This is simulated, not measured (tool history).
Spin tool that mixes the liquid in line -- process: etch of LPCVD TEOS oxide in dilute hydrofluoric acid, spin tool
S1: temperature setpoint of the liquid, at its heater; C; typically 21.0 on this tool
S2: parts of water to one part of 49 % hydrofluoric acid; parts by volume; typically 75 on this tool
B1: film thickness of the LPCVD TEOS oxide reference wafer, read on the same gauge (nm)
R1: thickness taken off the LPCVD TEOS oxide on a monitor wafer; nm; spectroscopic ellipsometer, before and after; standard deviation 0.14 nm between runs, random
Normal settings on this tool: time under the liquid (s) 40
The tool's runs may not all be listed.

run 1 hour=0.0 | S1=24.0 S2=75 time_under_the_liquid_(s)=40 | B1=100.02 | R1=23.01
run 2 hour=66.9 | S1=24.0 S2=75 time_under_the_liquid_(s)=40 | B1=99.99 | R1=23.34
-- hour=78.5 thermometer replaced
run 3 hour=106.4 | S1=24.0 S2=75 time_under_the_liquid_(s)=40 | B1=100.00 | R1=21.83
run 4 hour=151.8 | S1=21.0 S2=75 time_under_the_liquid_(s)=40 | B1=100.00 | R1=19.31
run 5 hour=192.4 | S1=21.0 S2=100 time_under_the_liquid_(s)=55 | B1=100.06 | R1=19.89
run 6 hour=248.1 | S1=21.0 S2=100 time_under_the_liquid_(s)=55 | B1=100.02 | R1=20.05
-- hour=281.8 gauge calibrated
run 7 hour=292.6 | S1=21.0 S2=75 time_under_the_liquid_(s)=40 | B1=100.00 | R1=20.18
run 8 hour=352.4 | S1=18.0 S2=75 time_under_the_liquid_(s)=40 | B1=100.03 | R1=18.04
run 9 hour=410.6 | S1=18.0 S2=75 time_under_the_liquid_(s)=40 | B1=100.02 | R1=18.08
run 10 hour=472.0 | S1=18.0 S2=75 time_under_the_liquid_(s)=40 | B1=99.99 | R1=18.37
-- hour=478.9 hydrofluoric acid flow meter replaced
run 11 hour=534.7 | S1=21.0 S2=75 time_under_the_liquid_(s)=40 | B1=99.98 | R1=20.49
run 12 hour=580.6 | S1=21.0 S2=75 time_under_the_liquid_(s)=40 | B1=99.99 | R1=20.45
run 13 hour=631.3 | S1=22.5 S2=55 time_under_the_liquid_(s)=30 | B1=100.03 | R1=22.99
run 14 hour=677.2 | S1=21.0 S2=55 time_under_the_liquid_(s)=40 | B1=99.99 | R1=29.22
-- hour=719.0 thermometer replaced
run 15 hour=726.8 | S1=23.5 S2=75 time_under_the_liquid_(s)=20 | B1=99.95 | R1=10.95
run 16 hour=756.7 | S1=21.0 S2=45 time_under_the_liquid_(s)=40 | B1=100.00 | R1=34.08
run 17 hour=786.3 | S1=21.0 S2=75 time_under_the_liquid_(s)=40 | B1=99.99 | R1=20.24
run 18 hour=979.4 | S1=24.0 S2=75 time_under_the_liquid_(s)=40 | B1=100.01 | R1=23.31
run 19 hour=1038.4 | S1=25.0 S2=105 time_under_the_liquid_(s)=40 | B1=99.97 | R1=17.06
-- hour=1045.9 hydrofluoric acid flow meter replaced
run 20 hour=1070.4 | S1=21.0 S2=75 time_under_the_liquid_(s)=40 | B1=99.99 | R1=20.22
run 21 hour=1101.1 | S1=25.0 S2=75 time_under_the_liquid_(s)=25 | B1=100.02 | R1=15.00
run 22 hour=1148.0 | S1=21.0 S2=75 time_under_the_liquid_(s)=40 | B1=99.96 | R1=20.42
run 23 hour=1213.6 | S1=21.0 S2=75 time_under_the_liquid_(s)=40 | B1=99.97 | R1=20.65
run 24 hour=1251.2 | S1=24.5 S2=110 time_under_the_liquid_(s)=20 | B1=100.02 | R1=7.87
run 25 hour=1301.4 | S1=21.0 S2=75 time_under_the_liquid_(s)=40 | B1=100.01 | R1=21.17
run 26 hour=1409.3 | S1=24.5 S2=110 time_under_the_liquid_(s)=20 | B1=100.01 | R1=8.01
-- hour=1440.0 thermometer replaced
run 27 hour=1445.7 | S1=21.0 S2=75 time_under_the_liquid_(s)=40 | B1=100.03 | R1=19.68
run 28 hour=1603.0 | S1=18.5 S2=95 time_under_the_liquid_(s)=55 | B1=99.99 | R1=19.74
run 29 hour=1636.3 | S1=17.5 S2=85 time_under_the_liquid_(s)=25 | B1=99.94 | R1=9.60
-- hour=1662.6 hydrofluoric acid flow meter replaced
run 30 hour=1700.1 | S1=25.0 S2=90 time_under_the_liquid_(s)=25 | B1=99.99 | R1=12.05
run 31 hour=1749.2 | S1=25.0 S2=100 time_under_the_liquid_(s)=40 | B1=100.05 | R1=16.95
run 32 hour=1800.9 | S1=21.0 S2=75 time_under_the_liquid_(s)=40 | B1=100.00 | R1=20.02
run 33 hour=1850.0 | S1=25.5 S2=60 time_under_the_liquid_(s)=40 | B1=100.00 | R1=31.32
run 34 hour=1906.5 | S1=21.0 S2=100 time_under_the_liquid_(s)=50 | B1=100.01 | R1=18.80

Forecast each of these 3 alternatives for the next run:
run A hour=1906.9 | S1=21.0 S2=75 time_under_the_liquid_(s)=30 | B1=? | R1=?
run B hour=1906.9 | S1=23.0 S2=55 time_under_the_liquid_(s)=40 | B1=? | R1=?
run C hour=1906.9 | S1=21.0 S2=45 time_under_the_liquid_(s)=20 | B1=? | R1=?

run=A B1=100.03 R1=15.23
run=B B1=100.03 R1=30.82
run=C B1=100.03 R1=17.56
Take away the tool's hidden state, keep each run's random variation, and the runs would have read:
run=A R1=14.15
run=B R1=28.65
run=C R1=16.31
